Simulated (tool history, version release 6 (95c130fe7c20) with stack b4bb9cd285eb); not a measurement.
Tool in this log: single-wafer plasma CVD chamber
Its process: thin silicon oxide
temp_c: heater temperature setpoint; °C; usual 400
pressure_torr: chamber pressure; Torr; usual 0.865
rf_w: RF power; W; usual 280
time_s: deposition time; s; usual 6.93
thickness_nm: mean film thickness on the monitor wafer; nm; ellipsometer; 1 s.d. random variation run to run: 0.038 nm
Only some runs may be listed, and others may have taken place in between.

run	hour	temp_c	pressure_torr	rf_w	time_s	read-back reference wafer on the same gauge, thickness_nm	thickness_nm
1	0	400	0.865	280	6.93	11.203	13.221
# hour 16.8: thermocouple changed; heater temperature recalibrated
2	17.3	400	0.865	280	6.93	11.203	13.271
3	39.5	400	0.965	280	6.93	11.203	13.99
# hour 47: gauge calibrated
4	58.1	400	0.942	280	6.93	11.202	13.808
5	73.4	400	0.942	280	6.93	11.195	13.765
6	132.7	400	0.865	280	6.93	11.199	13.158
7	149.9	400	0.865	280	6.93	11.2	13.147
8	178.4	400	0.865	280	7.31	11.199	13.838
9	203.2	410	0.865	280	6.93	11.197	13.021
# hour 255.7: capacitance manometer re-zeroed and calibrated
10	284.5	400	0.865	330	8.18	11.205	17.145
11	319.7	391	0.943	310	5.67	11.202	12.116
# hour 341.2: showerhead replaced
12	341.7	400	0.81	245	6.21	11.206	10.92
13	372.3	400	0.865	280	6.93	11.206	13.467
14	402.7	412	0.705	320	7.86	11.205	14.56
15	422.3	400	0.865	280	6.93	11.199	13.4
16	452.3	400	0.865	280	6.93	11.199	13.402
17	471.7	400	0.865	330	8.18	11.199	17.059
# hour 500.4: RF generator calibrated
18	500.9	400	0.703	280	8.21	11.201	14.795
19	526.8	400	0.865	280	6.93	11.196	13.823
20	547.4	409	0.696	300	6.93	11.205	12.737
21	569.8	395	0.865	230	6.93	11.203	12.576
22	592.4	411	0.865	230	6.93	11.201	12.361
23	620.8	400	1.044	330	7.98	11.2	18.793
24	647.2	406	0.929	280	6.42	11.193	13.114
25	682.4	400	0.738	310	6.93	11.199	13.293
26	694.7	400	0.79	225	6.93	11.194	11.756
27	725.4	414	0.865	255	8	11.197	14.962
28	750.4	400	0.865	325	6.93	11.205	14.588
29	770.2	408	0.96	280	7.61	11.195	15.663

3 options for the next run, each taken on its own from the tool as it stands now. Forecast them:
A	770.6	400	0.865	280	6.93	?	?
B	770.6	404	0.673	280	6.93	?	?
C	770.6	408	0.865	280	6.93	?	?

run	read-back reference wafer on the same gauge, thickness_nm	thickness_nm
A	11.198	13.642
B	11.198	12.027
C	11.198	13.561
Stripped of hidden state, with their random variation kept, the same runs would have yielded:
run	thickness_nm
A	13.908
B	12.285
C	13.826

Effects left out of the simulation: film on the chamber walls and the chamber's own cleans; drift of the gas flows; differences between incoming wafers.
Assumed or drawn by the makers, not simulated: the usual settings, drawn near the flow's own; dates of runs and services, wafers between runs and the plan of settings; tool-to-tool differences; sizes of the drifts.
